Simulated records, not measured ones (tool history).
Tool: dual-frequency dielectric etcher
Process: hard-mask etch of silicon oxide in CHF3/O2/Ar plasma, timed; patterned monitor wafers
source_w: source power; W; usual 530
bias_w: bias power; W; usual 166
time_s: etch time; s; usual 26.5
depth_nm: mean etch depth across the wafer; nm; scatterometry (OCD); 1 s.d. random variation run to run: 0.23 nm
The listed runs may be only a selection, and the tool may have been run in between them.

| run | hour | source_w | bias_w | time_s | wafers since the last listed run | hours since the last wet clean | hours since the last source power generator calibration | hours since the last bias power generator calibration | hours since the last upper electrode change | hours since the gauge calibration | read-back reference wafer on the same gauge, depth_nm | depth_nm |
|---|---|---|---|---|---|---|---|---|---|---|---|---|
| 1 | 0 | 470 | 166 | 26.5 | 0 | 402.4 | 2387.2 | 2209 | 3396.5 | 5.9 | 44.66 | 45.84 |
| 2 | 13.2 | 530 | 166 | 26.5 | 264 | 415.6 | 2400.4 | 2222.2 | 3409.7 | 19.1 | 44.67 | 47.01 |
| 3 | 21.6 | 530 | 166 | 26.5 | 168 | 424 | 2408.8 | 2230.6 | 3418.1 | 27.5 | 44.72 | 46.89 |
| 4 | 59.2 | 530 | 166 | 26.5 | 753 | 461.6 | 2446.4 | 2268.2 | 3455.7 | 65.1 | 44.72 | 46.38 |
|  | 88.7 | upper electrode replaced |
| 5 | 89.2 | 530 | 142 | 21.5 | 120 | 491.6 | 2476.4 | 2298.2 | 0.5 | 95.1 | 44.69 | 35.81 |
| 6 | 89.5 | 530 | 166 | 26.5 | 6 | 491.9 | 2476.7 | 2298.5 | 0.8 | 95.4 | 44.71 | 46.15 |
| 7 | 97.5 | 530 | 166 | 26.5 | 160 | 499.9 | 2484.7 | 2306.5 | 8.8 | 103.4 | 44.77 | 46.81 |
|  | 127.5 | wet clean of the chamber |
| 8 | 128 | 530 | 166 | 26.5 | 130 | 0.5 | 2515.2 | 2337 | 39.3 | 133.9 | 44.76 | 48.5 |
| 9 | 128.4 | 530 | 166 | 26.5 | 8 | 0.9 | 2515.6 | 2337.4 | 39.7 | 134.3 | 44.67 | 48.96 |
| 10 | 130.4 | 460 | 151 | 24.5 | 40 | 2.9 | 2517.6 | 2339.4 | 41.7 | 136.3 | 44.59 | 42.81 |
|  | 136.5 | gauge calibrated |
| 11 | 144.6 | 530 | 166 | 26.5 | 284 | 17.1 | 2531.8 | 2353.6 | 55.9 | 8.1 | 44.78 | 49.06 |
| 12 | 157.8 | 440 | 166 | 26.5 | 264 | 30.3 | 2545 | 2366.8 | 69.1 | 21.3 | 44.7 | 46.92 |
|  | 169.8 | source power generator calibrated |
| 13 | 170.3 | 470 | 166 | 32 | 170 | 42.8 | 0.5 | 2379.3 | 81.6 | 33.8 | 44.76 | 57.29 |
|  | 184.4 | bias power generator calibrated |
| 14 | 184.9 | 430 | 136 | 32 | 212 | 57.4 | 15.1 | 0.5 | 96.2 | 48.4 | 44.67 | 52.68 |
| 15 | 198.9 | 530 | 166 | 26.5 | 280 | 71.4 | 29.1 | 14.5 | 110.2 | 62.4 | 44.66 | 48.31 |
| 16 | 206 | 580 | 196 | 34.5 | 142 | 78.5 | 36.2 | 21.6 | 117.3 | 69.5 | 44.82 | 68.58 |
| 17 | 219.3 | 530 | 166 | 26.5 | 266 | 91.8 | 49.5 | 34.9 | 130.6 | 82.8 | 44.72 | 48.41 |
| 18 | 232.1 | 530 | 184 | 26.5 | 256 | 104.6 | 62.3 | 47.7 | 143.4 | 95.6 | 44.6 | 50.21 |

Predict each of these 4 candidate next runs independently; none follows another, all start after run 18:
| A | 232.5 | 530 | 148 | 26.5 | 8 | 105 | 62.7 | 48.1 | 143.8 | 96 | ? | ? |
| B | 232.5 | 590 | 166 | 33 | 8 | 105 | 62.7 | 48.1 | 143.8 | 96 | ? | ? |
| C | 232.5 | 650 | 155 | 32.5 | 8 | 105 | 62.7 | 48.1 | 143.8 | 96 | ? | ? |
| D | 232.5 | 420 | 166 | 26.5 | 8 | 105 | 62.7 | 48.1 | 143.8 | 96 | ? | ? |

| run | read-back reference wafer on the same gauge, depth_nm | depth_nm |
|---|---|---|
| A | 44.68 | 46.38 |
| B | 44.68 | 61.3 |
| C | 44.68 | 60.2 |
| D | 44.68 | 46.21 |
Had the tool no hidden state, the same runs would have come out as:
| run | depth_nm |
|---|---|
| A | 46.71 |
| B | 61.73 |
| C | 60.63 |
| D | 46.54 |
